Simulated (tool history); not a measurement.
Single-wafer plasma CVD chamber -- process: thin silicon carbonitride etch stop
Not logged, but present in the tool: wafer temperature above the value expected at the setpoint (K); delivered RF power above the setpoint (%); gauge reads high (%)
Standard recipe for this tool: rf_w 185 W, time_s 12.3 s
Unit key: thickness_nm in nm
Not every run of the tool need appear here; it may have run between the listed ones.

run,hour,rf_w,time_s,wafers since the last listed run,hours since the last thermocouple change,hours since the last RF generator calibration,hours since the showerhead was replaced,hours since the gauge calibration,"read-back reference wafer on the same gauge, thickness_nm",thickness_nm
1,0,185,12.3,0,2640.3,749.3,6083.8,501.2,6.717,6.869
2,16.9,185,14.3,495,2657.2,766.2,6100.7,518.1,6.734,7.985
3,28.7,185,12.3,346,2669,778,6112.5,529.9,6.724,6.903
# hour 80.8: thermocouple changed; heater temperature recalibrated
4,81.3,185,12.3,1308,0.5,830.6,6165.1,582.5,6.716,6.872
# hour 94.3: showerhead replaced
5,94.8,185,12.3,161,14,844.1,0.5,596,6.715,6.921
6,95.8,185,12.3,29,15,845.1,1.5,597,6.721,6.946
7,106.2,185,12.3,305,25.4,855.5,11.9,607.4,6.725,6.857
8,113.8,185,12.3,222,33,863.1,19.5,615,6.718,6.882
# hour 122.6: gauge calibrated
9,129.9,185,12.3,472,49.1,879.2,35.6,7.3,6.709,6.888
10,138.6,185,12.3,255,57.8,887.9,44.3,16,6.718,6.84
11,154.5,185,12.3,466,73.7,903.8,60.2,31.9,6.717,6.94
12,165.2,185,12.3,313,84.4,914.5,70.9,42.6,6.719,6.836
13,179.9,185,12.3,431,99.1,929.2,85.6,57.3,6.713,6.83
# hour 192.9: RF generator calibrated
14,193.4,185,10,161,112.6,0.5,99.1,70.8,6.714,5.815
15,198.4,205,13.5,146,117.6,5.5,104.1,75.8,6.715,8.309
16,206.8,185,12.3,246,126,13.9,112.5,84.2,6.719,7.136
17,222.9,185,12.3,472,142.1,30,128.6,100.3,6.717,7.165
18,231,200,13.7,237,150.2,38.1,136.7,108.4,6.721,8.221
19,246.9,200,14.4,466,166.1,54,152.6,124.3,6.723,8.671
20,263.9,185,13.5,498,183.1,71,169.6,141.3,6.717,7.782
21,271,205,12.9,208,190.2,78.1,176.7,148.4,6.718,7.857
22,286.7,185,12.3,460,205.9,93.8,192.4,164.1,6.726,7.07
23,298.1,210,10.3,334,217.3,105.2,203.8,175.5,6.718,6.254
24,306.7,200,14,252,225.9,113.8,212.4,184.1,6.718,8.356
25,315.8,185,12.3,266,235,122.9,221.5,193.2,6.712,6.995
26,328.7,160,11.1,378,247.9,135.8,234.4,206.1,6.72,5.906
27,340.6,200,11.3,349,259.8,147.7,246.3,218,6.706,6.739
28,354,160,11.4,393,273.2,161.1,259.7,231.4,6.717,6.12
29,368.6,185,10.6,428,287.8,175.7,274.3,246,6.72,6.083
30,377.2,185,12.3,252,296.4,184.3,282.9,254.6,6.715,7.052
31,384.7,155,14,220,303.9,191.8,290.4,262.1,6.716,7.231
32,396.7,210,12.3,352,315.9,203.8,302.4,274.1,6.731,7.428
33,406.7,155,11.6,293,325.9,213.8,312.4,284.1,6.728,6.034
34,419.9,185,12.3,387,339.1,227,325.6,297.3,6.717,6.97
35,433.5,160,11.5,399,352.7,240.6,339.2,310.9,6.719,6.067
36,449.1,170,14.5,457,368.3,256.2,354.8,326.5,6.718,7.884

Pick out some run-to-run changes in thickness_nm. Of each, how much would a tool without hidden state show as well, from the settings, what came in and chance, and how much is left for the hidden state and any gauge scatter not in both results compared?
Run 1 -> 2: time_s 12.3 -> 14.3. thickness_nm +1.116 nm: hidden state -0.049, all else +1.165.
Run 13 -> 14: time_s 12.3 -> 10, RF generator calibrated. thickness_nm -1.015 nm: hidden state +0.286, all else -1.301.
Run 14 -> 15: rf_w 185 -> 205, time_s 10 -> 13.5. thickness_nm +2.494 nm: hidden state -0.011, all else +2.505.
Run 23 -> 24: rf_w 210 -> 200, time_s 10.3 -> 14. thickness_nm +2.102 nm: hidden state -0.041, all else +2.143.
Run 35 -> 36: rf_w 160 -> 170, time_s 11.5 -> 14.5. thickness_nm +1.817 nm: hidden state -0.058, all else +1.875.
